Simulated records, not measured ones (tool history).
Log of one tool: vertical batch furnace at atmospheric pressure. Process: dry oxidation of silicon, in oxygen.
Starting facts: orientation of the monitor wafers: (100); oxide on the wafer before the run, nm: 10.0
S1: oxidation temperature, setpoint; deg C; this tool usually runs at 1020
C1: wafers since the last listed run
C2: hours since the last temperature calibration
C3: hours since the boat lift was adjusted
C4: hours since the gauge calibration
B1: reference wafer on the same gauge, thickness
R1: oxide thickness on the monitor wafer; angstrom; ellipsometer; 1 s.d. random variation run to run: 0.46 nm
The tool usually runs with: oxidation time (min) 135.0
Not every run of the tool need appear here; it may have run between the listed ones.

run 1 hour=0.0 | S1=1020 oxidation_time_(min)=187.5 | C1=0 C2=3351.1 C3=3129.1 C4=204.7 | B1=109.98 | R1=1243.8
run 2 hour=27.6 | S1=1020 oxidation_time_(min)=135.0 | C1=231 C2=3378.7 C3=3156.7 C4=232.3 | B1=110.06 | R1=999.9
run 3 hour=43.3 | S1=1020 oxidation_time_(min)=135.0 | C1=131 C2=3394.4 C3=3172.4 C4=248.0 | B1=110.02 | R1=993.6
run 4 hour=67.3 | S1=1037 oxidation_time_(min)=135.0 | C1=201 C2=3418.4 C3=3196.4 C4=272.0 | B1=110.02 | R1=1155.8
run 5 hour=94.4 | S1=1037 oxidation_time_(min)=135.0 | C1=227 C2=3445.5 C3=3223.5 C4=299.1 | B1=109.99 | R1=1157.0
run 6 hour=127.1 | S1=1037 oxidation_time_(min)=135.0 | C1=274 C2=3478.2 C3=3256.2 C4=331.8 | B1=109.98 | R1=1141.8
run 7 hour=145.2 | S1=1027 oxidation_time_(min)=135.0 | C1=151 C2=3496.3 C3=3274.3 C4=349.9 | B1=110.02 | R1=1056.3
run 8 hour=175.7 | S1=1035 oxidation_time_(min)=135.0 | C1=255 C2=3526.8 C3=3304.8 C4=380.4 | B1=110.03 | R1=1137.2
run 9 hour=195.1 | S1=1001 oxidation_time_(min)=115.5 | C1=162 C2=3546.2 C3=3324.2 C4=399.8 | B1=110.00 | R1=759.4
-- hour=232.7 thermocouples replaced and temperature profile calibrated
-- hour=233.2 gauge calibrated
-- hour=253.7 boat lift adjusted
run 10 hour=254.2 | S1=997 oxidation_time_(min)=84.0 | C1=118 C2=21.5 C3=0.5 C4=21.0 | B1=110.06 | R1=594.7
run 11 hour=284.1 | S1=997 oxidation_time_(min)=84.0 | C1=250 C2=51.4 C3=30.4 C4=50.9 | B1=109.92 | R1=591.5
run 12 hour=314.8 | S1=1003 oxidation_time_(min)=162.0 | C1=257 C2=82.1 C3=61.1 C4=81.6 | B1=110.05 | R1=971.1
run 13 hour=344.1 | S1=1003 oxidation_time_(min)=201.0 | C1=245 C2=111.4 C3=90.4 C4=110.9 | B1=109.99 | R1=1122.0
run 14 hour=413.6 | S1=1020 oxidation_time_(min)=135.0 | C1=582 C2=180.9 C3=159.9 C4=180.4 | B1=110.04 | R1=1003.9
run 15 hour=440.2 | S1=1012 oxidation_time_(min)=90.5 | C1=223 C2=207.5 C3=186.5 C4=207.0 | B1=110.05 | R1=709.1

What was the tool's hidden state at every run in the log?
true tube temperature minus thermocouple reading, K: 0 on each run
monitor wafer colder than the profiled boat position, K: 0 on each run
gauge reads high (%): 0 on each run
